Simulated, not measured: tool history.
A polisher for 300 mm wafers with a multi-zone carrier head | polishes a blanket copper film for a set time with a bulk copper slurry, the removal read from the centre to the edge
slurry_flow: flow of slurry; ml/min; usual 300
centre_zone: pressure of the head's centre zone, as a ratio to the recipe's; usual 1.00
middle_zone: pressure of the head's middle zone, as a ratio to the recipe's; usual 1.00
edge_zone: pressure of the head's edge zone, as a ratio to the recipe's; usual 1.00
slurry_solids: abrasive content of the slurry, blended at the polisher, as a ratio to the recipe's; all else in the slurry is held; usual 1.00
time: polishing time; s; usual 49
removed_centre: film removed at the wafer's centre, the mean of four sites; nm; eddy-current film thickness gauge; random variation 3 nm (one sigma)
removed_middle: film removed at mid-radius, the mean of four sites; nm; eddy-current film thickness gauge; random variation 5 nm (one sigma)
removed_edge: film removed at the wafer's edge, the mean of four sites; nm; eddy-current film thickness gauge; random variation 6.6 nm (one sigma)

run   hour  slurry_flow  centre_zone  middle_zone  edge_zone  slurry_solids  time  wafers since the last listed run  wafers polished on this pad  hours since the slurry nozzle was cleaned  hours since the centre zone pressure was calibrated  hours since the edge zone pressure was calibrated  hours since the carrier head's membrane was replaced  incoming thickness of the incoming film, nm  removed_centre  removed_middle  removed_edge
  1    0.0          300         1.00         1.03       1.00           1.00    49                                 0                          347                                      296.5                                                727.7                                             1016.0                                                1508.6                                       3629.1           405.6           419.0         423.9
      21.5  -- slurry nozzle cleaned
  2   31.2          300         1.00         1.03       1.00           1.00    49                               355                          703                                        9.7                                                758.9                                             1047.2                                                1539.8                                       3656.3           428.9           442.2         440.7
  3   65.7          300         1.00         1.03       1.00           1.00    49                               406                         1109                                       44.2                                                793.4                                             1081.7                                                1574.3                                       3585.3           432.6           443.7         433.3
  4   90.3          335         1.00         1.00       0.91           1.00    49                               289                         1398                                       68.8                                                818.0                                             1106.3                                                1598.9                                       3649.4           432.4           437.4         425.3
      95.1  -- worn pad replaced by a new one
     111.6  -- centre zone pressure recalibrated
  5  125.4          300         1.00         1.00       1.00           1.00    49                               342                          333                                      103.9                                                 13.8                                             1141.4                                                1634.0                                       3572.0           427.6           419.3         450.5
     134.2  -- edge zone pressure recalibrated
  6  144.4          300         1.00         1.00       1.00           1.00    49                               200                          533                                      122.9                                                 32.8                                               10.2                                                1653.0                                       3602.6           425.2           426.7         435.1
  7  176.0          300         1.00         0.93       1.00           1.00    49                               372                          905                                      154.5                                                 64.4                                               41.8                                                1684.6                                       3626.3           419.4           398.5         437.1
  8  206.9          300         1.00         0.93       1.00           1.00    49                               363                         1269                                      185.4                                                 95.3                                               72.7                                                1715.5                                       3568.0           421.8           386.8         427.8
     218.2  -- worn pad replaced by a new one
     229.5  -- carrier head's membrane replaced by a new one
  9  230.0          300         1.00         0.93       1.00           1.00    49                               166                           80                                      208.5                                                118.4                                               95.8                                                   0.5                                       3564.9           416.3           395.5         421.1
 10  247.7          260         1.05         1.00       1.09           1.00    49                               208                          288                                      226.2                                                136.1                                              113.5                                                  18.2                                       3578.8           427.9           405.4         431.3
 11  272.1          300         0.96         1.08       1.00           1.25    34                               287                          575                                      250.6                                                160.5                                              137.9                                                  42.6                                       3660.8           296.7           331.2         322.5
 12  291.6          300         0.90         1.00       0.89           0.70    49                               229                          805                                      270.1                                                180.0                                              157.4                                                  62.1                                       3562.8           319.0           352.0         345.9
     314.5  -- slurry nozzle cleaned
 13  315.0          300         1.00         1.00       1.00           1.00    49                               263                         1069                                        0.5                                                203.4                                              180.8                                                  85.5                                       3677.4           434.8           430.8         458.4
     330.1  -- worn pad replaced by a new one
 14  333.2          330         0.95         1.00       1.12           1.00    49                               167                           36                                       18.7                                                221.6                                              199.0                                                 103.7                                       3612.5           412.4           432.1         455.4
 15  358.1          300         1.00         1.08       1.00           1.00    49                               293                          329                                       43.6                                                246.5                                              223.9                                                 128.6                                       3589.7           428.3           463.5         453.2
 16  390.0          300         1.05         1.11       1.07           1.00    35                               375                          704                                       75.5                                                278.4                                              255.8                                                 160.5                                       3622.8           322.3           336.9         317.5
 17  425.8          300         1.00         1.00       1.00           1.00    49                               421                         1126                                      111.3                                                314.2                                              291.6                                                 196.3                                       3662.8           428.1           426.1         442.9
     437.8  -- worn pad replaced by a new one
 18  441.5          300         1.00         1.03       1.00           1.00    49                               137                           43                                      127.0                                                329.9                                              307.3                                                 212.0                                       3626.9           429.8           428.5         441.1
 19  471.1          300         1.00         1.00       1.00           0.70    49                               348                          392                                      156.6                                                359.5                                              336.9                                                 241.6                                       3623.0           367.0           359.0         385.1
 20  490.3          205         1.00         1.00       1.00           1.00    36                               226                          618                                      175.8                                                378.7                                              356.1                                                 260.8                                       3639.4           292.3           298.0         306.0

The same runs without the tool's hidden state, with the same run-to-run variation:
The hidden state here: removal rate lost through wear of the pad, %; slurry flow missing at the pad, %; deviation of the centre zone's pressure from its setpoint, %; deviation of the edge zone's pressure from its setpoint, %.
run  removed_centre  removed_middle  removed_edge
  1           432.3           443.7         442.4
  2           431.6           444.7         442.6
  3           437.4           448.2         436.7
  4           438.3           442.8         429.3
  5           436.6           427.4         457.0
  6           435.7           436.2         442.4
  7           432.4           409.6         446.3
  8           437.8           399.9         438.8
  9           434.4           410.9         433.4
 10           451.2           425.2         446.9
 11           313.0           347.5         334.4
 12           338.4           371.2         360.0
 13           436.4           432.2         459.5
 14           414.7           434.2         457.1
 15           432.4           467.5         456.2
 16           327.0           341.3         320.7
 17           436.9           434.1         449.1
 18           439.8           437.6         448.1
 19           377.7           368.5         392.7
 20           305.9           310.4         315.3

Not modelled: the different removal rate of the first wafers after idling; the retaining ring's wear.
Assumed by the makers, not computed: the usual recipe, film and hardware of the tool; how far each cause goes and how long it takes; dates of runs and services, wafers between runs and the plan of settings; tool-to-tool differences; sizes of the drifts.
